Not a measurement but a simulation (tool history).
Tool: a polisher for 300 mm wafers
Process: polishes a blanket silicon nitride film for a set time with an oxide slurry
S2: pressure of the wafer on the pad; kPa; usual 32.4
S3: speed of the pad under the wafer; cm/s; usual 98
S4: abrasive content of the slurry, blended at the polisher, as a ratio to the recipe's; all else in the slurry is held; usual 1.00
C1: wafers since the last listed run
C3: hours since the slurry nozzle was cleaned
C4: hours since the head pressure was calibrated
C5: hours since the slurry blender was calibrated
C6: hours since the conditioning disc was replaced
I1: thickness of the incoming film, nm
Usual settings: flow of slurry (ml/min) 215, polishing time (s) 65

Run 1, day 0.000: usual settings but S3 90 cm/s, S4 0.90; C1 0; wafers polished on this pad 283; C3 397.6; C4 283.9; C5 18.9; C6 174.1; I1 346.9. Result: film removed (angstrom) 425.
Run 2, day 0.538: usual settings; C1 120; wafers polished on this pad 403; C3 410.5; C4 296.8; C5 31.8; C6 187.0; I1 348.0. Result: film removed (angstrom) 458.
Run 3, day 2.021: usual settings; C1 331; wafers polished on this pad 734; C3 446.1; C4 332.4; C5 67.4; C6 222.6; I1 342.7. Result: film removed (angstrom) 449.
Run 4, day 2.633: usual settings but polishing time (s) 49; C1 136; wafers polished on this pad 871; C3 460.8; C4 347.1; C5 82.1; C6 237.3; I1 339.1. Result: film removed (angstrom) 345.
Run 5, day 3.438: usual settings but polishing time (s) 49; C1 179; wafers polished on this pad 1050; C3 480.1; C4 366.4; C5 101.4; C6 256.6; I1 339.1. Result: film removed (angstrom) 339.
At day 4.512: head pressure recalibrated.
Run 6, day 4.533: usual settings but S3 118 cm/s; C1 226; wafers polished on this pad 1276; C3 506.4; C4 0.5; C5 127.7; C6 282.9; I1 334.0. Result: film removed (angstrom) 457.
At day 5.138: worn pad replaced by a new one.
Run 7, day 5.617: usual settings but S4 0.80; C1 204; wafers polished on this pad 106; C3 532.4; C4 26.5; C5 153.7; C6 308.9; I1 340.7. Result: film removed (angstrom) 368.
Run 8, day 7.029: usual settings but S2 23.4 kPa, S4 0.85; C1 315; wafers polished on this pad 421; C3 566.3; C4 60.4; C5 187.6; C6 342.8; I1 338.4. Result: film removed (angstrom) 270.
Run 9, day 8.029: usual settings but S2 40.0 kPa; C1 223; wafers polished on this pad 645; C3 590.3; C4 84.4; C5 211.6; C6 366.8; I1 334.5. Result: film removed (angstrom) 496.
At day 8.488: conditioning disc replaced and pad reconditioned.
At day 8.858: slurry blender recalibrated.
Run 10, day 8.908: usual settings but flow of slurry (ml/min) 255, S2 38.6 kPa; C1 159; wafers polished on this pad 804; C3 611.4; C4 105.5; C5 1.2; C6 10.1; I1 341.4. Result: film removed (angstrom) 572.
Run 11, day 9.479: usual settings but S2 23.4 kPa, S4 0.75; C1 127; wafers polished on this pad 931; C3 625.1; C4 119.2; C5 14.9; C6 23.8; I1 338.6. Result: film removed (angstrom) 288.
Run 12, day 10.433: usual settings but S3 78 cm/s, S4 0.75; C1 213; wafers polished on this pad 1144; C3 648.0; C4 142.1; C5 37.8; C6 46.7; I1 344.1. Result: film removed (angstrom) 372.
Run 13, day 11.029: usual settings but polishing time (s) 79; C1 133; wafers polished on this pad 1277; C3 662.3; C4 156.4; C5 52.1; C6 61.0; I1 344.8. Result: film removed (angstrom) 560.
Run 14, day 11.933: usual settings; C1 201; wafers polished on this pad 1479; C3 684.0; C4 178.1; C5 73.8; C6 82.7; I1 346.8. Result: film removed (angstrom) 437.
At day 12.871: slurry nozzle cleaned.
At day 13.092: worn pad replaced by a new one.
Run 15, day 13.417: usual settings; C1 284; wafers polished on this pad 72; C3 13.1; C4 213.7; C5 109.4; C6 118.3; I1 344.4. Result: film removed (angstrom) 433.
Run 16, day 13.967: usual settings but flow of slurry (ml/min) 165, S2 22.1 kPa, S3 64 cm/s; C1 122; wafers polished on this pad 194; C3 26.3; C4 226.9; C5 122.6; C6 131.5; I1 337.6. Result: film removed (angstrom) 241.
Run 17, day 15.050: usual settings but S4 1.20; C1 241; wafers polished on this pad 436; C3 52.3; C4 252.9; C5 148.6; C6 157.5; I1 339.7. Result: film removed (angstrom) 458.
Run 18, day 15.904: usual settings but flow of slurry (ml/min) 170, S2 24.8 kPa, S3 120 cm/s, polishing time (s) 75; C1 190; wafers polished on this pad 627; C3 72.8; C4 273.4; C5 169.1; C6 178.0; I1 341.5. Result: film removed (angstrom) 368.
Run 19, day 16.979: usual settings but flow of slurry (ml/min) 255, S2 28.3 kPa, S3 88 cm/s, S4 0.75; C1 240; wafers polished on this pad 867; C3 98.6; C4 299.2; C5 194.9; C6 203.8; I1 337.8. Result: film removed (angstrom) 299.
At day 17.788: slurry blender recalibrated.
Run 20, day 18.029: usual settings but S3 76 cm/s; C1 215; wafers polished on this pad 1083; C3 123.8; C4 324.4; C5 5.8; C6 229.0; I1 335.3. Result: film removed (angstrom) 419.
At day 18.262: head pressure recalibrated.
Run 21, day 19.121: usual settings but flow of slurry (ml/min) 195, S3 80 cm/s, S4 0.80; C1 225; wafers polished on this pad 1308; C3 150.0; C4 20.6; C5 32.0; C6 255.2; I1 343.1. Result: film removed (angstrom) 362.
Run 22, day 19.879: usual settings but S4 1.15, polishing time (s) 50; C1 169; wafers polished on this pad 1477; C3 168.2; C4 38.8; C5 50.2; C6 273.4; I1 336.5. Result: film removed (angstrom) 364.
At day 20.379: worn pad replaced by a new one.
Run 23, day 20.700: usual settings; C1 146; wafers polished on this pad 71; C3 187.9; C4 58.5; C5 69.9; C6 293.1; I1 333.3. Result: film removed (angstrom) 437.
Run 24, day 21.579: usual settings but flow of slurry (ml/min) 270, S2 41.4 kPa, polishing time (s) 71; C1 196; wafers polished on this pad 267; C3 209.0; C4 79.6; C5 91.0; C6 314.2; I1 344.4. Result: film removed (angstrom) 606.
Run 25, day 22.746: usual settings but flow of slurry (ml/min) 160, S4 0.80, polishing time (s) 83; C1 260; wafers polished on this pad 528; C3 237.0; C4 107.6; C5 119.0; C6 342.2; I1 339.2. Result: film removed (angstrom) 439.
Run 26, day 24.062: usual settings but flow of slurry (ml/min) 255, S2 38.6 kPa, S4 1.20; C1 293; wafers polished on this pad 822; C3 268.6; C4 139.2; C5 150.6; C6 373.8; I1 343.4. Result: film removed (angstrom) 537.
Run 27, day 25.246: usual settings; C1 264; wafers polished on this pad 1086; C3 297.0; C4 167.6; C5 179.0; C6 402.2; I1 343.2. Result: film removed (angstrom) 384.

Forecast each of these 3 alternatives for the next run:
Run A, day 25.262: usual settings; C1 3; wafers polished on this pad 1090; C3 297.4; C4 168.0; C5 179.4; C6 402.6; I1 333.6. Result: film removed (angstrom) ?.
Run B, day 25.262: usual settings but flow of slurry (ml/min) 265, S2 37.2 kPa, polishing time (s) 84; C1 3; wafers polished on this pad 1090; C3 297.4; C4 168.0; C5 179.4; C6 402.6; I1 333.6. Result: film removed (angstrom) ?.
Run C, day 25.262: usual settings but flow of slurry (ml/min) 245, S3 68 cm/s, S4 1.25, polishing time (s) 74; C1 3; wafers polished on this pad 1090; C3 297.4; C4 168.0; C5 179.4; C6 402.6; I1 333.6. Result: film removed (angstrom) ?.

run  film removed (angstrom)
  A                      384
  B                      588
  C                      445
Without the tool's hidden state the same runs would have given:
run  film removed (angstrom)
  A                      473
  B                      724
  C                      535

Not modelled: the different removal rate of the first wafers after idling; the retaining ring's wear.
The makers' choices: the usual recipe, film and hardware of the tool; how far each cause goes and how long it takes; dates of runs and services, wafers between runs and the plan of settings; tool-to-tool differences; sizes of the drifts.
